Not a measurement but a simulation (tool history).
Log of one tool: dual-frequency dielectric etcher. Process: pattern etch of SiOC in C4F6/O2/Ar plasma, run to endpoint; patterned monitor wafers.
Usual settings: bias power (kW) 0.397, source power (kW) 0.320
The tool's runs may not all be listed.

run	day	bias power (kW)	source power (kW)	incoming incoming film thickness, nm	endpoint time (s)
1	0.000	0.397	0.360	46.15	17.8
2	7.129	0.397	0.360	45.73	17.5
3	8.754	0.397	0.320	45.40	17.8
4	12.117	0.397	0.320	46.15	18.1
# day 15.292: bias power generator calibrated
5	16.458	0.397	0.260	46.25	19.5
# day 20.175: wet clean of the chamber
6	20.404	0.364	0.320	45.97	19.3
7	24.462	0.364	0.320	45.58	18.7
8	26.429	0.397	0.320	45.81	18.3
9	29.721	0.397	0.320	45.75	18.4
10	35.008	0.397	0.320	46.37	18.2
11	37.362	0.397	0.380	46.42	17.5
12	40.704	0.397	0.320	46.21	18.0
13	44.404	0.397	0.320	45.75	17.9
# day 48.475: wet clean of the chamber
14	48.496	0.397	0.320	45.66	18.4
15	51.746	0.461	0.360	45.91	17.0
16	54.033	0.463	0.360	45.92	16.6
17	55.854	0.494	0.280	46.23	17.8
18	58.225	0.314	0.320	45.98	20.3
19	61.550	0.397	0.320	45.82	18.5
20	63.088	0.397	0.320	45.62	18.0
21	67.542	0.324	0.290	46.05	20.3
22	71.342	0.363	0.340	46.09	18.5
# day 73.946: wet clean of the chamber
# day 74.675: bias power generator calibrated
23	75.279	0.318	0.270	45.97	21.3
24	78.804	0.371	0.320	46.15	19.3
25	81.308	0.397	0.320	46.38	18.8
# day 82.738: source power generator calibrated
# day 83.462: upper electrode replaced
26	83.679	0.397	0.320	45.47	18.2
27	88.104	0.492	0.350	45.71	16.1
28	90.800	0.397	0.320	45.77	18.1
29	92.617	0.361	0.320	45.79	18.9
30	95.571	0.360	0.320	46.06	19.0
31	99.788	0.397	0.390	45.67	16.8
# day 102.692: wet clean of the chamber
32	103.408	0.397	0.320	45.64	18.7
33	110.338	0.310	0.290	45.88	20.8
34	114.204	0.444	0.390	46.11	16.8

The same runs without the tool's hidden state, with the same run-to-run variation:
The hidden state here: etch rate over this chamber's usual, %; bias power that arrives over what is set, %; source power that arrives over what is set, %.
run	endpoint time (s)
1	18.0
2	17.9
3	18.2
4	18.6
5	20.2
6	19.4
7	18.9
8	18.5
9	18.7
10	18.6
11	18.0
12	18.6
13	18.5
14	18.4
15	17.1
16	16.8
17	18.0
18	20.6
19	18.9
20	18.4
21	20.9
22	19.2
23	21.3
24	19.4
25	19.0
26	18.4
27	16.4
28	18.5
29	19.4
30	19.5
31	17.4
32	18.8
33	21.1
34	17.2
